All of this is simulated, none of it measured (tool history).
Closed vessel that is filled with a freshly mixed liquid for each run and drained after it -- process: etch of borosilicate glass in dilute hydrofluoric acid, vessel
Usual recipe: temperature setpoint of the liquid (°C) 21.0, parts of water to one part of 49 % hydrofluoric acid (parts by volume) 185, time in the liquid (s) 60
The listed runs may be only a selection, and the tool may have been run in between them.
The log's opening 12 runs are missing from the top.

run   hour  temperature setpoint of the liquid (°C)  parts of water to one part of 49 % hydrofluoric acid (parts by volume)  time in the liquid (s)  wafers since the last listed run  hours since the thermometer was replaced  hours since the hydrofluoric acid flow meter was replaced  hours since the gauge calibration  read-back film thickness of the borosilicate glass reference wafer, read on the same gauge (nm)  thickness taken off the borosilicate glass on a monitor wafer (angstrom)
     129.1  -- thermometer replaced
 13  134.7                                     24.5                                                                     185                      60                              1414                                       5.6                                                      837.0                              357.0                                                                                            59.99                                                                      90.1
     135.3  -- gauge calibrated
 14  147.3                                     21.0                                                                      95                      60                              1681                                      18.2                                                      849.6                               12.0                                                                                            59.96                                                                     167.8
 15  158.1                                     21.0                                                                     185                      60                              1441                                      29.0                                                      860.4                               22.8                                                                                            60.02                                                                      78.0
 16  175.5                                     18.5                                                                     240                      60                              2322                                      46.4                                                      877.8                               40.2                                                                                            59.99                                                                      52.3
 17  187.0                                     18.0                                                                     185                      40                              1534                                      57.9                                                      889.3                               51.7                                                                                            60.01                                                                      46.6
 18  203.0                                     21.0                                                                     185                      60                              2135                                      73.9                                                      905.3                               67.7                                                                                            60.03                                                                      78.3
     213.8  -- hydrofluoric acid flow meter replaced
 19  234.8                                     18.5                                                                     240                      60                              4111                                     105.7                                                       21.0                               99.5                                                                                            60.00                                                                      52.1
 20  241.5                                     21.0                                                                     185                      60                               894                                     112.4                                                       27.7                              106.2                                                                                            59.99                                                                      78.9
 21  254.4                                     24.0                                                                     130                      35                              1721                                     125.3                                                       40.6                              119.1                                                                                            60.01                                                                      77.2

The next listed run, before its measurement:
 22  267.5                                     18.0                                                                     215                      30                              1748                                     138.4                                                       53.7                              132.2                                                                                                ?                                                                         ?

For run 22 the tool returned read-back film thickness of the borosilicate glass reference wafer, read on the same gauge (nm) 60.01, thickness taken off the borosilicate glass on a monitor wafer (angstrom) 28.9.
If the tool had no hidden condition, the same run with the same run-to-run variation would have returned thickness taken off the borosilicate glass on a monitor wafer (angstrom) 28.6.
